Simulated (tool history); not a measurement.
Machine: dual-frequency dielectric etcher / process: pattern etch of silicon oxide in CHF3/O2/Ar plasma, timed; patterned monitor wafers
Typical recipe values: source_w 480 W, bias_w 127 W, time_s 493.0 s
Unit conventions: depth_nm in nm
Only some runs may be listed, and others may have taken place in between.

run	hour	source_w	bias_w	time_s	wafers since the last listed run	hours since the last wet clean	hours since the last source power generator calibration	hours since the last bias power generator calibration	hours since the last upper electrode change	hours since the gauge calibration	read-back reference wafer on the same gauge, depth_nm	depth_nm
1	0.0	480	146	493.0	0	401.4	647.6	2949.5	1683.7	1032.4	931.6	890.2
# hour 70.7: wet clean of the chamber
2	71.2	480	146	493.0	130	0.5	718.8	3020.7	1754.9	1103.6	931.0	888.8
3	90.6	480	146	493.0	53	19.9	738.2	3040.1	1774.3	1123.0	931.4	890.9
4	120.6	480	143	493.0	83	49.9	768.2	3070.1	1804.3	1153.0	929.9	884.2
5	174.0	480	143	493.0	147	103.3	821.6	3123.5	1857.7	1206.4	928.9	882.2
6	224.0	480	127	540.0	138	153.3	871.6	3173.5	1907.7	1256.4	928.5	926.6
7	278.2	480	127	540.0	150	207.5	925.8	3227.7	1961.9	1310.6	926.5	926.1
8	329.5	480	127	540.0	142	258.8	977.1	3279.0	2013.2	1361.9	926.9	924.7
9	379.6	480	127	493.0	138	308.9	1027.2	3329.1	2063.3	1412.0	926.0	844.6
10	404.1	480	127	493.0	67	333.4	1051.7	3353.6	2087.8	1436.5	925.5	844.6
# hour 447.1: bias power generator calibrated
11	455.2	480	127	493.0	130	384.5	1102.8	8.1	2138.9	1487.6	924.9	846.1
# hour 529.5: upper electrode replaced
12	530.0	480	127	493.0	140	459.3	1177.6	82.9	0.5	1562.4	922.4	844.3
# hour 574.4: wet clean of the chamber
13	574.9	510	127	392.5	57	0.5	1222.5	127.8	45.4	1607.3	922.7	695.4
14	586.2	480	127	493.0	31	11.8	1233.8	139.1	56.7	1618.6	921.6	834.7
15	627.9	480	157	493.0	115	53.5	1275.5	180.8	98.4	1660.3	921.5	905.5
16	686.8	480	127	493.0	163	112.4	1334.4	239.7	157.3	1719.2	919.3	835.7
17	752.7	480	155	448.0	182	178.3	1400.3	305.6	223.2	1785.1	919.0	815.6
18	796.2	480	137	493.0	120	221.8	1443.8	349.1	266.7	1828.6	916.8	860.8
19	860.5	480	108	493.0	178	286.1	1508.1	413.4	331.0	1892.9	915.6	790.2
20	931.9	520	144	419.0	197	357.5	1579.5	484.8	402.4	1964.3	913.7	776.8
# hour 946.8: gauge calibrated
# hour 1005.8: wet clean of the chamber
21	1006.3	480	127	564.5	139	0.5	1653.9	559.2	476.8	59.5	935.2	973.8
22	1077.9	480	108	493.0	198	72.1	1725.5	630.8	548.4	131.1	935.5	809.4
# hour 1097.3: source power generator calibrated
23	1133.8	370	141	409.5	143	128.0	36.5	686.7	604.3	187.0	935.0	617.5
24	1165.6	380	109	439.0	88	159.8	68.3	718.5	636.1	218.8	934.4	616.3
25	1225.1	370	151	425.0	164	219.3	127.8	778.0	695.6	278.3	935.6	653.9
26	1275.9	550	127	493.0	140	270.1	178.6	828.8	746.4	329.1	934.0	925.1
27	1346.7	480	127	493.0	196	340.9	249.4	899.6	817.2	399.9	934.7	847.9
28	1382.4	480	127	382.5	98	376.6	285.1	935.3	852.9	435.6	933.6	657.4
29	1429.6	480	127	389.5	130	423.8	332.3	982.5	900.1	482.8	933.7	670.5
30	1456.5	480	127	493.0	74	450.7	359.2	1009.4	927.0	509.7	933.4	851.9

Consider 4 possible next runs. They are alternatives, not a sequence: every one starts from the tool as it was left by run 30. What does each give?
A	1457.1	480	127	493.0	1	451.3	359.8	1010.0	927.6	510.3	?	?
B	1457.1	570	127	381.5	1	451.3	359.8	1010.0	927.6	510.3	?	?
C	1457.1	420	127	447.5	1	451.3	359.8	1010.0	927.6	510.3	?	?
D	1457.1	420	127	598.5	1	451.3	359.8	1010.0	927.6	510.3	?	?

run	read-back reference wafer on the same gauge, depth_nm	depth_nm
A	933.8	854.9
B	933.8	732.9
C	933.8	711.7
D	933.8	951.8
Take away the tool's hidden state, keep each run's random variation, and the runs would have read:
run	depth_nm
A	859.0
B	736.4
C	715.1
D	956.4
